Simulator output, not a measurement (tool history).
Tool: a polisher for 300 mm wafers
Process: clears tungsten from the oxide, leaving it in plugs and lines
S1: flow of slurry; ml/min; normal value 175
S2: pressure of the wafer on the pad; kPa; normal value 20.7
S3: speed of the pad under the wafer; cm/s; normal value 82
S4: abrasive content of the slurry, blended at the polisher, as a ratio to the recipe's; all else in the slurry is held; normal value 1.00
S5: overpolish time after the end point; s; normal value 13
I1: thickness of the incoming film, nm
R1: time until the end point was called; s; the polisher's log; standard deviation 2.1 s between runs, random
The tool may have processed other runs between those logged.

run,day,S1,S2,S3,S4,S5,I1,R1
1,0.000,175,20.7,82,1.00,13,358.4,127.3
2,0.350,175,20.7,82,1.00,13,361.8,130.1
3,0.825,175,20.7,82,1.00,13,356.3,125.6
4,1.325,175,20.7,82,1.00,13,356.2,124.6
5,1.600,175,20.7,82,1.00,13,356.2,125.4
6,1.988,175,20.7,82,1.00,13,363.2,133.9
7,2.271,175,20.7,82,1.00,11,359.5,125.3
# day 2.667: head pressure recalibrated
8,2.775,175,20.7,82,1.00,19,358.4,131.0
# day 3.446: slurry tank refilled with fresh slurry and peroxide
# day 3.462: slurry nozzle cleaned
9,3.483,175,20.7,82,1.00,19,357.6,126.9
10,3.900,175,20.7,82,0.85,7,363.7,133.2
# day 4.212: slurry blender recalibrated
# day 4.379: worn pad replaced by a new one
11,4.625,175,20.7,106,0.75,13,365.7,100.0
12,5.354,175,14.5,82,1.00,13,362.8,146.8
13,5.967,175,26.9,82,0.80,19,362.8,102.4
14,6.333,225,20.7,82,0.90,13,362.4,117.7
15,6.992,175,23.4,82,1.00,13,365.4,115.0
16,7.708,175,20.7,82,1.00,13,363.7,122.9
17,8.233,175,20.7,82,1.00,13,355.5,117.4
18,8.688,150,14.5,82,1.25,13,364.3,149.1
19,8.983,175,15.9,58,1.00,13,359.0,204.6
20,9.688,175,20.7,82,1.00,13,360.5,123.4
# day 9.738: slurry tank refilled with fresh slurry and peroxide
# day 10.554: worn pad replaced by a new one
21,10.575,160,22.8,98,1.00,16,361.1,99.5
22,10.738,230,25.5,82,1.15,13,354.8,103.8
23,11.108,210,20.7,82,1.30,13,363.3,114.1
24,11.729,220,20.7,82,1.00,20,356.1,118.8
25,12.412,115,20.7,82,1.00,10,357.4,128.5

Here are 5 independent what-if runs from the current tool condition. What would each one return?
A,12.433,175,20.7,82,1.00,13,363.0,?
B,12.433,175,20.7,82,1.00,15,363.0,?
C,12.433,175,20.7,82,0.90,6,363.0,?
D,12.433,175,15.9,106,1.00,13,363.0,?
E,12.433,200,18.6,90,0.85,13,363.0,?

run,R1
A,128.8
B,128.8
C,131.5
D,117.0
E,127.8
Stripped of hidden state, with their random variation kept, the same runs would have yielded:
run,R1
A,120.4
B,120.4
C,123.0
D,109.4
E,119.6

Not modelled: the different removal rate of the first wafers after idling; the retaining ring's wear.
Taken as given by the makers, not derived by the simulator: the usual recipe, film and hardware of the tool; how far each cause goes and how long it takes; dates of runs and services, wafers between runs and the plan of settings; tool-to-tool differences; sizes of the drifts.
